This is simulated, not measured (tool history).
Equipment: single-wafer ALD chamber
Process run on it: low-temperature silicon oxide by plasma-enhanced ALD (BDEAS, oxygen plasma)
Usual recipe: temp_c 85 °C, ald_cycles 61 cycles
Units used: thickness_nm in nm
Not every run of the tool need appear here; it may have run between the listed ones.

run	hour	temp_c	ald_cycles	wafers since the last listed run	hours since the last thermocouple change	hours since the gauge calibration	read-back reference wafer on the same gauge, thickness_nm	thickness_nm
1	0	90	61	0	1529.4	469.6	9.523	9.263
2	46.5	90	61	171	1575.9	516.1	9.534	9.253
3	118.2	85	58	264	1647.6	587.8	9.541	8.96
4	159.4	85	61	152	1688.8	629	9.526	9.406
5	198.9	85	61	145	1728.3	668.5	9.545	9.438
6	286	85	61	321	1815.4	755.6	9.542	9.398
7	386.3	85	61	370	1915.7	855.9	9.524	9.424
8	480.6	85	61	348	2010	950.2	9.53	9.463
9	570.5	85	66	331	2099.9	1040.1	9.533	10.227
10	655.4	85	66	313	2184.8	1125	9.528	10.242
11	697.4	85	61	155	2226.8	1167	9.527	9.445
12	749.6	73	49	192	2279	1219.2	9.532	7.818
# hour 877.6: thermocouple changed; heater temperature recalibrated
13	978.4	85	56	815	100.8	1448	9.533	8.511
14	1069.3	92	51	335	191.7	1538.9	9.532	7.607
15	1176.9	85	73	397	299.3	1646.5	9.525	11.065
# hour 1368.3: gauge calibrated
16	1427.1	98	50	923	549.5	58.8	9.536	7.361
17	1501.2	91	68	273	623.6	132.9	9.535	10.23
18	1565.9	85	61	238	688.3	197.6	9.528	9.372
19	1615.6	78	68	183	738	247.3	9.535	10.64
20	1670.5	85	72	202	792.9	302.2	9.535	11.02
21	1756.3	85	61	316	878.7	388	9.527	9.344

Consider 5 possible next runs. They are alternatives, not a sequence: every one starts from the tool as it was left by run 21. What does each give?
A	1756.8	85	61	1	879.2	388.5	?	?
B	1756.8	92	61	1	879.2	388.5	?	?
C	1756.8	90	50	1	879.2	388.5	?	?
D	1756.8	93	71	1	879.2	388.5	?	?
E	1756.8	77	73	1	879.2	388.5	?	?

run	read-back reference wafer on the same gauge, thickness_nm	thickness_nm
A	9.523	9.352
B	9.523	9.157
C	9.523	7.551
D	9.523	10.625
E	9.523	11.46
With the hidden condition removed and each run's random variation left untouched, the same runs would have given:
run	thickness_nm
A	9.268
B	9.073
C	7.483
D	10.528
E	11.359

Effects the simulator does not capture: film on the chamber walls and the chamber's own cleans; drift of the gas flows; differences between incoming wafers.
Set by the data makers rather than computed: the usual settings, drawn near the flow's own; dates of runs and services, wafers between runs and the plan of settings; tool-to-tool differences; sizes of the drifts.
